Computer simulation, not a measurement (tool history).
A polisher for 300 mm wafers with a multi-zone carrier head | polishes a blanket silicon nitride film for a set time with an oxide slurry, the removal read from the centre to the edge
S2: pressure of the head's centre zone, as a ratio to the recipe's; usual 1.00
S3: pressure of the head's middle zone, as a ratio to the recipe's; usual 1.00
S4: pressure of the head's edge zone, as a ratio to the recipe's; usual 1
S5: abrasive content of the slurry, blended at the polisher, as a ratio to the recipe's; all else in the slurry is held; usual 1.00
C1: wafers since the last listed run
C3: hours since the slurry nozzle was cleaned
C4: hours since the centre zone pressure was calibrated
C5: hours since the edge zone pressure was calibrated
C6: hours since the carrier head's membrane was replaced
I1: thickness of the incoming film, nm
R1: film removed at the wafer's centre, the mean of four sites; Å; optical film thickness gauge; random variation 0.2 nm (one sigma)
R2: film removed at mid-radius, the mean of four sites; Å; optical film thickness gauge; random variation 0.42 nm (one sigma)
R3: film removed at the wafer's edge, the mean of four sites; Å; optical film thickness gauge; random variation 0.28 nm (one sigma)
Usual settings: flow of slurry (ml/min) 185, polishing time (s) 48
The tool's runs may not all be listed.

run 1 day=0.000 | flow_of_slurry_(ml/min)=185 S2=1.00 S3=1.00 S4=1 S5=1.00 polishing_time_(s)=48 | C1=0 wafers_polished_on_this_pad=2991 C3=38.0 C4=64.1 C5=291.8 C6=1074.9 | I1=512.1 | R1=273 R2=268 R3=274
run 2 day=3.433 | flow_of_slurry_(ml/min)=185 S2=0.96 S3=1.00 S4=1 S5=0.75 polishing_time_(s)=48 | C1=1293 wafers_polished_on_this_pad=4285 C3=120.4 C4=146.5 C5=374.2 C6=1157.3 | I1=505.7 | R1=228 R2=233 R3=231
-- day=4.983 carrier head's membrane replaced by a new one
run 3 day=6.242 | flow_of_slurry_(ml/min)=235 S2=1.00 S3=1.05 S4=1 S5=0.90 polishing_time_(s)=48 | C1=979 wafers_polished_on_this_pad=5264 C3=187.8 C4=213.9 C5=441.6 C6=30.2 | I1=520.0 | R1=270 R2=275 R3=262
run 4 day=9.792 | flow_of_slurry_(ml/min)=220 S2=1.00 S3=1.12 S4=1 S5=1.00 polishing_time_(s)=48 | C1=1337 wafers_polished_on_this_pad=6601 C3=273.0 C4=299.1 C5=526.8 C6=115.4 | I1=511.6 | R1=286 R2=295 R3=268
run 5 day=13.562 | flow_of_slurry_(ml/min)=185 S2=1.00 S3=1.00 S4=1 S5=1.00 polishing_time_(s)=48 | C1=1420 wafers_polished_on_this_pad=8021 C3=363.5 C4=389.6 C5=617.3 C6=205.9 | I1=514.1 | R1=272 R2=265 R3=264
run 6 day=16.112 | flow_of_slurry_(ml/min)=230 S2=1.00 S3=1.04 S4=1 S5=0.80 polishing_time_(s)=48 | C1=960 wafers_polished_on_this_pad=8981 C3=424.7 C4=450.8 C5=678.5 C6=267.1 | I1=501.6 | R1=256 R2=258 R3=240
run 7 day=18.975 | flow_of_slurry_(ml/min)=240 S2=1.00 S3=1.12 S4=1 S5=0.80 polishing_time_(s)=43 | C1=1078 wafers_polished_on_this_pad=10059 C3=493.4 C4=519.5 C5=747.2 C6=335.8 | I1=516.7 | R1=232 R2=244 R3=218
run 8 day=23.458 | flow_of_slurry_(ml/min)=245 S2=1.00 S3=1.00 S4=1 S5=1.00 polishing_time_(s)=48 | C1=1688 wafers_polished_on_this_pad=11748 C3=601.0 C4=627.1 C5=854.8 C6=443.4 | I1=516.3 | R1=295 R2=271 R3=273
-- day=23.967 slurry nozzle cleaned
-- day=24.092 worn pad replaced by a new one
-- day=26.242 centre zone pressure recalibrated
run 9 day=26.971 | flow_of_slurry_(ml/min)=185 S2=1.06 S3=1.00 S4=1 S5=1.00 polishing_time_(s)=48 | C1=1228 wafers_polished_on_this_pad=1052 C3=72.1 C4=17.5 C5=939.1 C6=527.7 | I1=505.1 | R1=301 R2=281 R3=281
run 10 day=33.112 | flow_of_slurry_(ml/min)=185 S2=1.00 S3=1.00 S4=1 S5=1.00 polishing_time_(s)=48 | C1=2313 wafers_polished_on_this_pad=3365 C3=219.5 C4=164.9 C5=1086.5 C6=675.1 | I1=514.0 | R1=284 R2=272 R3=276
run 11 day=36.788 | flow_of_slurry_(ml/min)=185 S2=1.00 S3=1.00 S4=1 S5=1.00 polishing_time_(s)=48 | C1=1384 wafers_polished_on_this_pad=4749 C3=307.7 C4=253.1 C5=1174.7 C6=763.3 | I1=504.6 | R1=284 R2=272 R3=269
run 12 day=38.425 | flow_of_slurry_(ml/min)=185 S2=1.00 S3=1.00 S4=1 S5=1.00 polishing_time_(s)=32 | C1=616 wafers_polished_on_this_pad=5366 C3=347.0 C4=292.4 C5=1214.0 C6=802.6 | I1=514.7 | R1=191 R2=179 R3=180
run 13 day=40.000 | flow_of_slurry_(ml/min)=185 S2=0.88 S3=0.90 S4=1 S5=0.85 polishing_time_(s)=56 | C1=593 wafers_polished_on_this_pad=5959 C3=384.8 C4=330.2 C5=1251.8 C6=840.4 | I1=501.6 | R1=274 R2=260 R3=286
run 14 day=42.812 | flow_of_slurry_(ml/min)=185 S2=1.00 S3=1.00 S4=1 S5=1.00 polishing_time_(s)=48 | C1=1059 wafers_polished_on_this_pad=7018 C3=452.3 C4=397.7 C5=1319.3 C6=907.9 | I1=509.7 | R1=284 R2=268 R3=268
-- day=42.962 edge zone pressure recalibrated
run 15 day=44.567 | flow_of_slurry_(ml/min)=185 S2=1.00 S3=1.00 S4=1 S5=1.00 polishing_time_(s)=48 | C1=629 wafers_polished_on_this_pad=7648 C3=494.4 C4=439.8 C5=38.5 C6=950.0 | I1=513.7 | R1=286 R2=265 R3=272
-- day=45.038 carrier head's membrane replaced by a new one
run 16 day=47.946 | flow_of_slurry_(ml/min)=185 S2=1.00 S3=0.88 S4=1 S5=1.25 polishing_time_(s)=54 | C1=1194 wafers_polished_on_this_pad=8842 C3=575.5 C4=520.9 C5=119.6 C6=69.8 | I1=501.1 | R1=353 R2=301 R3=334
run 17 day=51.317 | flow_of_slurry_(ml/min)=185 S2=1.00 S3=1.04 S4=1 S5=1.20 polishing_time_(s)=48 | C1=1269 wafers_polished_on_this_pad=10111 C3=656.4 C4=601.8 C5=200.5 C6=150.7 | I1=510.0 | R1=308 R2=295 R3=288
-- day=53.838 worn pad replaced by a new one
run 18 day=54.258 | flow_of_slurry_(ml/min)=185 S2=1.00 S3=1.00 S4=1 S5=1.00 polishing_time_(s)=48 | C1=1045 wafers_polished_on_this_pad=158 C3=727.0 C4=672.4 C5=271.1 C6=221.3 | I1=518.0 | R1=304 R2=279 R3=283
-- day=54.504 slurry nozzle cleaned
run 19 day=57.271 | flow_of_slurry_(ml/min)=130 S2=0.91 S3=1.00 S4=1 S5=1.00 polishing_time_(s)=48 | C1=1118 wafers_polished_on_this_pad=1277 C3=66.4 C4=744.7 C5=343.4 C6=293.6 | I1=505.6 | R1=253 R2=261 R3=265

Forecast run 20:
run 20 day=59.392 | flow_of_slurry_(ml/min)=185 S2=0.94 S3=1.00 S4=1 S5=1.00 polishing_time_(s)=56 | C1=798 wafers_polished_on_this_pad=2076 C3=117.3 C4=795.6 C5=394.3 C6=344.5 | I1=518.1 | R1=? R2=? R3=?

{"run 20": {"R1": 326, "R2": 313, "R3": 323}}
Without the tool's hidden state the same run would have given R1 319 Å, R2 327 Å, R3 338 Å.

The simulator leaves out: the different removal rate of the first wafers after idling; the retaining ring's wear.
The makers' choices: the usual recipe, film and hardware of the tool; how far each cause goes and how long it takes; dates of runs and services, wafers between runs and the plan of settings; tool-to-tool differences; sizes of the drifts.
